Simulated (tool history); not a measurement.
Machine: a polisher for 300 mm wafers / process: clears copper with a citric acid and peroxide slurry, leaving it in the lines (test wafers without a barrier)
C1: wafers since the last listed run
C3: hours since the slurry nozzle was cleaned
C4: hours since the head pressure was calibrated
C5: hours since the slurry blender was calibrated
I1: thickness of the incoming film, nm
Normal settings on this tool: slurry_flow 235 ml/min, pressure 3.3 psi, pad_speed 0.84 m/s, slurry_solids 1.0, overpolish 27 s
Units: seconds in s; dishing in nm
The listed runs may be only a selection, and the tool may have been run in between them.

Run 1, hour 0.0: usual settings; C1 0; wafers polished on this pad 1137; C3 226.5; C4 602.0; C5 121.4; I1 337.1. Result: seconds 135.0 s, dishing 44.3 nm.
Run 2, hour 28.9: usual settings; C1 235; wafers polished on this pad 1373; C3 255.4; C4 630.9; C5 150.3; I1 332.3. Result: seconds 135.2 s, dishing 43.8 nm.
Run 3, hour 60.8: usual settings; C1 260; wafers polished on this pad 1633; C3 287.3; C4 662.8; C5 182.2; I1 340.8. Result: seconds 139.7 s, dishing 45.4 nm.
At hour 98.9: slurry nozzle cleaned.
Run 4, hour 124.1: usual settings but slurry_flow 220 ml/min, slurry_solids 1.1; C1 508; wafers polished on this pad 2142; C3 25.2; C4 726.1; C5 245.5; I1 334.2. Result: seconds 137.5 s, dishing 45.7 nm.
Run 5, hour 152.0: usual settings but slurry_flow 290 ml/min; C1 227; wafers polished on this pad 2369; C3 53.1; C4 754.0; C5 273.4; I1 332.1. Result: seconds 134.7 s, dishing 45.9 nm.
At hour 157.7: worn pad replaced by a new one.
Run 6, hour 189.9: usual settings but slurry_flow 290 ml/min; C1 276; wafers polished on this pad 263; C3 91.0; C4 791.9; C5 311.3; I1 329.8. Result: seconds 134.6 s, dishing 46.1 nm.
At hour 227.6: slurry blender recalibrated.
Run 7, hour 248.7: usual settings; C1 463; wafers polished on this pad 726; C3 149.8; C4 850.7; C5 21.1; I1 339.0. Result: seconds 136.0 s, dishing 45.3 nm.
At hour 269.4: head pressure recalibrated.
Run 8, hour 317.6: usual settings; C1 546; wafers polished on this pad 1273; C3 218.7; C4 48.2; C5 90.0; I1 332.2. Result: seconds 136.3 s, dishing 45.7 nm.
Run 9, hour 368.6: usual settings; C1 416; wafers polished on this pad 1689; C3 269.7; C4 99.2; C5 141.0; I1 335.7. Result: seconds 139.9 s, dishing 46.0 nm.
Run 10, hour 406.8: usual settings; C1 311; wafers polished on this pad 2001; C3 307.9; C4 137.4; C5 179.2; I1 336.9. Result: seconds 139.4 s, dishing 44.1 nm.
At hour 472.7: slurry nozzle cleaned.
At hour 509.4: worn pad replaced by a new one, of another model than before.
Run 11, hour 549.5: usual settings; C1 1124; wafers polished on this pad 327; C3 76.8; C4 280.1; C5 321.9; I1 337.5. Result: seconds 142.9 s, dishing 44.5 nm.
Run 12, hour 584.1: usual settings; C1 282; wafers polished on this pad 609; C3 111.4; C4 314.7; C5 356.5; I1 335.9. Result: seconds 142.7 s, dishing 44.9 nm.
Run 13, hour 655.0: usual settings; C1 578; wafers polished on this pad 1188; C3 182.3; C4 385.6; C5 427.4; I1 333.6. Result: seconds 142.9 s, dishing 43.4 nm.
At hour 664.2: slurry blender recalibrated.
Run 14, hour 698.4: usual settings; C1 338; wafers polished on this pad 1526; C3 225.7; C4 429.0; C5 34.2; I1 335.0. Result: seconds 134.6 s, dishing 46.0 nm.
Run 15, hour 763.1: usual settings but pressure 4.0 psi; C1 528; wafers polished on this pad 2054; C3 290.4; C4 493.7; C5 98.9; I1 330.2. Result: seconds 118.0 s, dishing 51.5 nm.
Run 16, hour 818.0: usual settings but pressure 4.4 psi, slurry_solids 0.9; C1 448; wafers polished on this pad 2502; C3 345.3; C4 548.6; C5 153.8; I1 334.0. Result: seconds 113.1 s, dishing 53.3 nm.
At hour 835.9: slurry nozzle cleaned.
Run 17, hour 864.4: usual settings but pad_speed 0.76 m/s, overpolish 13 s; C1 370; wafers polished on this pad 2873; C3 28.5; C4 595.0; C5 200.2; I1 337.5. Result: seconds 145.8 s, dishing 23.5 nm.
At hour 871.3: worn pad replaced by a new one.
Run 18, hour 896.5: usual settings; C1 229; wafers polished on this pad 205; C3 60.6; C4 627.1; C5 232.3; I1 331.2. Result: seconds 135.5 s, dishing 45.2 nm.
Run 19, hour 1038.2: usual settings; C1 1156; wafers polished on this pad 1362; C3 202.3; C4 768.8; C5 374.0; I1 332.7. Result: seconds 137.6 s, dishing 44.9 nm.
At hour 1077.0: slurry blender recalibrated.
Run 20, hour 1108.5: usual settings but pressure 4.1 psi, slurry_solids 1.1; C1 557; wafers polished on this pad 1920; C3 272.6; C4 839.1; C5 31.5; I1 334.6. Result: seconds 116.5 s, dishing 52.6 nm.
At hour 1130.6: head pressure recalibrated.
At hour 1152.2: worn pad replaced by a new one.
Run 21, hour 1167.4: usual settings; C1 431; wafers polished on this pad 123; C3 331.5; C4 36.8; C5 90.4; I1 337.7. Result: seconds 139.9 s, dishing 45.8 nm.
At hour 1183.0: slurry nozzle cleaned.
Run 22, hour 1235.5: usual settings; C1 547; wafers polished on this pad 671; C3 52.5; C4 104.9; C5 158.5; I1 337.7. Result: seconds 140.7 s, dishing 45.7 nm.
Run 23, hour 1281.6: usual settings but pressure 4.2 psi, overpolish 17 s; C1 376; wafers polished on this pad 1048; C3 98.6; C4 151.0; C5 204.6; I1 333.1. Result: seconds 115.9 s, dishing 35.0 nm.
Run 24, hour 1331.4: usual settings but pad_speed 1.14 m/s, slurry_solids 1.1; C1 406; wafers polished on this pad 1454; C3 148.4; C4 200.8; C5 254.4; I1 333.4. Result: seconds 114.5 s, dishing 51.6 nm.
Run 25, hour 1388.2: usual settings but pressure 4.1 psi, slurry_solids 1.1; C1 463; wafers polished on this pad 1918; C3 205.2; C4 257.6; C5 311.2; I1 334.0. Result: seconds 119.1 s, dishing 50.2 nm.

Expected results for the next run?
Run 26, hour 1438.2: usual settings but pressure 4.5 psi, slurry_solids 0.7; C1 408; wafers polished on this pad 2326; C3 255.2; C4 307.6; C5 361.2; I1 330.3. Result: seconds ?, dishing ?.

Logged for run 26: seconds 117.7 s, dishing 50.6 nm.
If the tool had no hidden condition, the same run with the same run-to-run variation would have returned seconds 111.3 s, dishing 52.8 nm.
